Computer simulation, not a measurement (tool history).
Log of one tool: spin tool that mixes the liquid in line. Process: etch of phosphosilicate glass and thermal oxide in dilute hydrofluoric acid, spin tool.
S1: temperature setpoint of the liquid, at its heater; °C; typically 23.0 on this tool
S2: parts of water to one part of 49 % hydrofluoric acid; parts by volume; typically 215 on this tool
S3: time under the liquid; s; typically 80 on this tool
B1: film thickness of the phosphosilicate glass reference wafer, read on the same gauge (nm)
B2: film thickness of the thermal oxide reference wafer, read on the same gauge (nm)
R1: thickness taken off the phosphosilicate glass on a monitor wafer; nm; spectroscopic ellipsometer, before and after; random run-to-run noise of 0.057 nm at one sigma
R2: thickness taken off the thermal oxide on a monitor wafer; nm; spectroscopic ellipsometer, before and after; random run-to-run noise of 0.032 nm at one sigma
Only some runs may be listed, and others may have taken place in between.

run	day	S1	S2	S3	B1	B2	R1	R2
1	0.000	23.0	215	80	140.00	79.996	15.31	1.151
2	0.821	23.0	215	80	139.99	80.029	15.26	1.248
3	1.808	23.0	215	80	140.00	80.000	15.24	1.186
# day 2.596: gauge calibrated
4	2.596	23.0	215	80	140.02	80.019	15.25	1.241
5	3.946	23.0	215	80	140.00	80.001	15.13	1.209
6	4.900	22.0	215	80	140.00	79.968	14.57	1.199
7	6.158	23.0	215	80	139.99	80.013	15.19	1.200
8	7.500	23.0	215	80	139.97	79.977	15.11	1.232
9	8.229	23.0	215	80	140.00	79.997	15.15	1.177
10	8.942	23.0	215	80	140.00	80.016	15.13	1.179
11	13.338	23.0	125	65	140.01	79.992	22.90	1.863
# day 14.046: thermometer replaced
12	14.750	23.0	215	80	140.01	80.012	16.69	1.372
13	15.996	23.0	215	80	139.99	79.993	16.53	1.322
14	16.496	27.5	215	45	139.98	79.999	11.03	0.875
15	17.721	25.0	265	80	140.01	79.994	13.81	1.096
# day 18.242: gauge calibrated
16	18.438	18.5	215	30	140.00	80.009	5.23	0.416
# day 21.417: hydrofluoric acid flow meter replaced
17	22.896	26.0	160	80	140.00	80.018	27.34	2.174
18	23.421	23.0	215	50	139.99	80.021	10.64	0.832
19	24.638	21.5	215	110	140.01	80.032	22.20	1.799
20	25.683	23.0	215	65	140.00	79.979	13.85	1.081
21	26.200	23.0	215	110	140.01	80.009	23.50	1.965
22	26.883	23.0	215	80	140.00	79.996	17.05	1.332
23	27.754	23.0	215	80	139.99	79.995	16.98	1.380
24	28.962	19.5	285	125	140.00	80.001	16.54	1.298
25	29.975	23.0	290	80	139.99	80.003	11.68	0.921

Here are 5 independent what-if runs from the current tool condition. What would each one return?
A	29.992	23.0	215	60	?	?	?	?
B	29.992	21.5	130	120	?	?	?	?
C	29.992	23.0	215	125	?	?	?	?
D	29.992	20.0	265	130	?	?	?	?
E	29.992	26.5	215	80	?	?	?	?

run	B1	B2	R1	R2
A	140.00	79.994	12.80	1.047
B	140.00	79.994	43.76	3.580
C	140.00	79.994	26.67	2.182
D	140.00	79.994	19.17	1.568
E	140.00	79.994	19.39	1.586
Had the tool no hidden state, the same runs would have come out as:
run	R1	R2
A	13.16	1.076
B	44.99	3.681
C	27.41	2.242
D	19.71	1.612
E	19.92	1.630
